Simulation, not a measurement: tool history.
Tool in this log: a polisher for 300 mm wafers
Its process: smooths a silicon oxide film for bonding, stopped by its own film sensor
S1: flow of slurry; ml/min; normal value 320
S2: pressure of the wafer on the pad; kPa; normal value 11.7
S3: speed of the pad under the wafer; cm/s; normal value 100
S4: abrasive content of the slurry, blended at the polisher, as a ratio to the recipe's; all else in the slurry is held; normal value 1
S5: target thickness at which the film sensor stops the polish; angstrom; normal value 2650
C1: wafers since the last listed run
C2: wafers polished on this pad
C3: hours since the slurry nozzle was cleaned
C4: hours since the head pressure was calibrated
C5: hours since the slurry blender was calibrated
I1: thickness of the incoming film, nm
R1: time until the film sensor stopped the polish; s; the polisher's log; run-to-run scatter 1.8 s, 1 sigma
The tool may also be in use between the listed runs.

{"run": 1, "hour": 0.0, "S1": 320, "S2": 11.7, "S3": 100, "S4": 1.2, "S5": 2650, "C1": 0, "C2": 972, "C3": 534.2, "C4": 530.7, "C5": 307.7, "I1": 329.3, "R1": 107.5}
{"run": 2, "hour": 10.2, "S1": 320, "S2": 11.7, "S3": 100, "S4": 1.2, "S5": 2650, "C1": 66, "C2": 1038, "C3": 544.4, "C4": 540.9, "C5": 317.9, "I1": 325.8, "R1": 103.8}
{"hour": 17.2, "done": "worn pad replaced by a new one"}
{"run": 3, "hour": 60.1, "S1": 320, "S2": 11.7, "S3": 100, "S4": 1, "S5": 2650, "C1": 297, "C2": 278, "C3": 594.3, "C4": 590.8, "C5": 367.8, "I1": 330.5, "R1": 118}
{"run": 4, "hour": 74.7, "S1": 320, "S2": 11.7, "S3": 84, "S4": 1, "S5": 2760, "C1": 94, "C2": 372, "C3": 608.9, "C4": 605.4, "C5": 382.4, "I1": 325.1, "R1": 98.7}
{"run": 5, "hour": 83.8, "S1": 320, "S2": 11.7, "S3": 100, "S4": 1, "S5": 2650, "C1": 58, "C2": 431, "C3": 618, "C4": 614.5, "C5": 391.5, "I1": 332, "R1": 119.8}
{"run": 6, "hour": 124.0, "S1": 320, "S2": 11.7, "S3": 116, "S4": 1, "S5": 2650, "C1": 260, "C2": 692, "C3": 658.2, "C4": 654.7, "C5": 431.7, "I1": 332, "R1": 104.8}
{"run": 7, "hour": 133.8, "S1": 320, "S2": 11.7, "S3": 116, "S4": 1, "S5": 2650, "C1": 63, "C2": 755, "C3": 668, "C4": 664.5, "C5": 441.5, "I1": 328.4, "R1": 99.3}
{"run": 8, "hour": 149.8, "S1": 320, "S2": 11.7, "S3": 118, "S4": 1, "S5": 2650, "C1": 103, "C2": 859, "C3": 684, "C4": 680.5, "C5": 457.5, "I1": 326.8, "R1": 98.9}
{"hour": 158.7, "done": "slurry nozzle cleaned"}
{"run": 9, "hour": 162.6, "S1": 320, "S2": 11.7, "S3": 118, "S4": 1, "S5": 2650, "C1": 76, "C2": 936, "C3": 3.9, "C4": 693.3, "C5": 470.3, "I1": 324.4, "R1": 93.7}
{"hour": 168.0, "done": "slurry blender recalibrated"}
{"run": 10, "hour": 174.2, "S1": 320, "S2": 11.7, "S3": 118, "S4": 1, "S5": 2650, "C1": 62, "C2": 998, "C3": 15.5, "C4": 704.9, "C5": 6.2, "I1": 326.9, "R1": 96.5}
{"hour": 184.6, "done": "worn pad replaced by a new one"}
{"run": 11, "hour": 198.5, "S1": 320, "S2": 11.7, "S3": 72, "S4": 1, "S5": 2650, "C1": 131, "C2": 90, "C3": 39.8, "C4": 729.2, "C5": 30.5, "I1": 322.3, "R1": 131.3}
{"run": 12, "hour": 218.4, "S1": 320, "S2": 11.7, "S3": 100, "S4": 1.25, "S5": 2650, "C1": 128, "C2": 219, "C3": 59.7, "C4": 749.1, "C5": 50.4, "I1": 331.5, "R1": 107.5}
{"run": 13, "hour": 225.0, "S1": 320, "S2": 11.7, "S3": 100, "S4": 1, "S5": 2650, "C1": 42, "C2": 262, "C3": 66.3, "C4": 755.7, "C5": 57, "I1": 323.5, "R1": 100.7}
{"run": 14, "hour": 232.7, "S1": 320, "S2": 11.7, "S3": 100, "S4": 1, "S5": 2650, "C1": 49, "C2": 312, "C3": 74, "C4": 763.4, "C5": 64.7, "I1": 328.2, "R1": 114.7}
{"run": 15, "hour": 247.1, "S1": 320, "S2": 11.7, "S3": 118, "S4": 1, "S5": 2650, "C1": 93, "C2": 405, "C3": 88.4, "C4": 777.8, "C5": 79.1, "I1": 327.1, "R1": 95.5}
{"hour": 249.7, "done": "head pressure recalibrated"}
{"run": 16, "hour": 258.7, "S1": 370, "S2": 14.5, "S3": 80, "S4": 0.8, "S5": 2650, "C1": 62, "C2": 467, "C3": 100, "C4": 9, "C5": 90.7, "I1": 329.3, "R1": 113.6}
{"run": 17, "hour": 276.0, "S1": 320, "S2": 11.7, "S3": 76, "S4": 1, "S5": 2510, "C1": 112, "C2": 579, "C3": 117.3, "C4": 26.3, "C5": 108, "I1": 334.5, "R1": 187.3}
{"run": 18, "hour": 290.6, "S1": 320, "S2": 11.7, "S3": 118, "S4": 1, "S5": 2650, "C1": 94, "C2": 674, "C3": 131.9, "C4": 40.9, "C5": 122.6, "I1": 333.7, "R1": 108.1}
{"run": 19, "hour": 297.4, "S1": 270, "S2": 11.7, "S3": 100, "S4": 1.2, "S5": 2500, "C1": 44, "C2": 718, "C3": 138.7, "C4": 47.7, "C5": 129.4, "I1": 335.3, "R1": 150.3}
{"run": 20, "hour": 311.6, "S1": 320, "S2": 11.7, "S3": 100, "S4": 0.75, "S5": 2650, "C1": 92, "C2": 810, "C3": 152.9, "C4": 61.9, "C5": 143.6, "I1": 330.7, "R1": 129.2}
{"hour": 318.6, "done": "worn pad replaced by a new one"}
{"run": 21, "hour": 326.2, "S1": 355, "S2": 13.8, "S3": 100, "S4": 1, "S5": 2650, "C1": 68, "C2": 49, "C3": 167.5, "C4": 76.5, "C5": 158.2, "I1": 327.9, "R1": 93.2}

Each row is a separate what-if for the run after 21, all from the same tool condition, not one after another. Results?
{"run": "A", "hour": 326.7, "S1": 320, "S2": 11.7, "S3": 100, "S4": 1, "S5": 2720, "C1": 3, "C2": 52, "C3": 168, "C4": 77, "C5": 158.7, "I1": 327.9, "R1": "?"}
{"run": "B", "hour": 326.7, "S1": 320, "S2": 11.7, "S3": 74, "S4": 1, "S5": 2650, "C1": 3, "C2": 52, "C3": 168, "C4": 77, "C5": 158.7, "I1": 327.9, "R1": "?"}
{"run": "C", "hour": 326.7, "S1": 320, "S2": 11.7, "S3": 100, "S4": 1.2, "S5": 2460, "C1": 3, "C2": 52, "C3": 168, "C4": 77, "C5": 158.7, "I1": 327.9, "R1": "?"}

run=A R1=99.2
run=B R1=142
run=C R1=137.4
Stripped of hidden state, with their random variation kept, the same runs would have yielded:
run=A R1=99.2
run=B R1=142
run=C R1=137.4
